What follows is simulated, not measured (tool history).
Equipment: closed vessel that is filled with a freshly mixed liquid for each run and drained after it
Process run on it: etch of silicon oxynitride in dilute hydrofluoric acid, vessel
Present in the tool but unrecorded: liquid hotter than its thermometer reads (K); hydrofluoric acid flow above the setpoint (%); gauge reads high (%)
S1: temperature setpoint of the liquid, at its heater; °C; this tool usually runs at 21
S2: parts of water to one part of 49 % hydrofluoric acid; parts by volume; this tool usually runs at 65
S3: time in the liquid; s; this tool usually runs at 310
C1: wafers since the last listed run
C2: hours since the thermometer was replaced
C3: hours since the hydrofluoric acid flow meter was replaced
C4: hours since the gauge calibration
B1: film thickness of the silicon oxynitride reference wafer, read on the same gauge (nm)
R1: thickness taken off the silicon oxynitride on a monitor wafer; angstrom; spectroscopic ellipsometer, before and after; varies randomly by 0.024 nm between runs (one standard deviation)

Run 1, hour 0: usual settings but S3 170 s; C1 0; C2 1507.8; C3 2244.8; C4 99.3; B1 80. Result: R1 68.4 angstrom.
At hour 5: gauge calibrated.
Run 2, hour 15.4: usual settings but S3 395 s; C1 1111; C2 1523.2; C3 2260.2; C4 10.4; B1 80. Result: R1 160.1 angstrom.
Run 3, hour 31.1: usual settings but S3 395 s; C1 1132; C2 1538.9; C3 2275.9; C4 26.1; B1 80.01. Result: R1 159.4 angstrom.
Run 4, hour 45.4: usual settings but S3 395 s; C1 1031; C2 1553.2; C3 2290.2; C4 40.4; B1 80.01. Result: R1 159.8 angstrom.
Run 5, hour 51.8: usual settings but S2 50 parts by volume; C1 461; C2 1559.6; C3 2296.6; C4 46.8; B1 80. Result: R1 165.4 angstrom.
Run 6, hour 63: usual settings but S2 55 parts by volume; C1 808; C2 1570.8; C3 2307.8; C4 58; B1 79.99. Result: R1 149.3 angstrom.
Run 7, hour 78.7: usual settings but S2 55 parts by volume; C1 1132; C2 1586.5; C3 2323.5; C4 73.7; B1 80. Result: R1 149.5 angstrom.

What will run 8 give?
Run 8, hour 93.4: usual settings; C1 1060; C2 1601.2; C3 2338.2; C4 88.4; B1 ?. Result: R1 ?.

Run 8 yielded B1 79.98, R1 126.3 angstrom.
Had the tool carried no hidden state, the very same run would have given R1 112.4 angstrom.
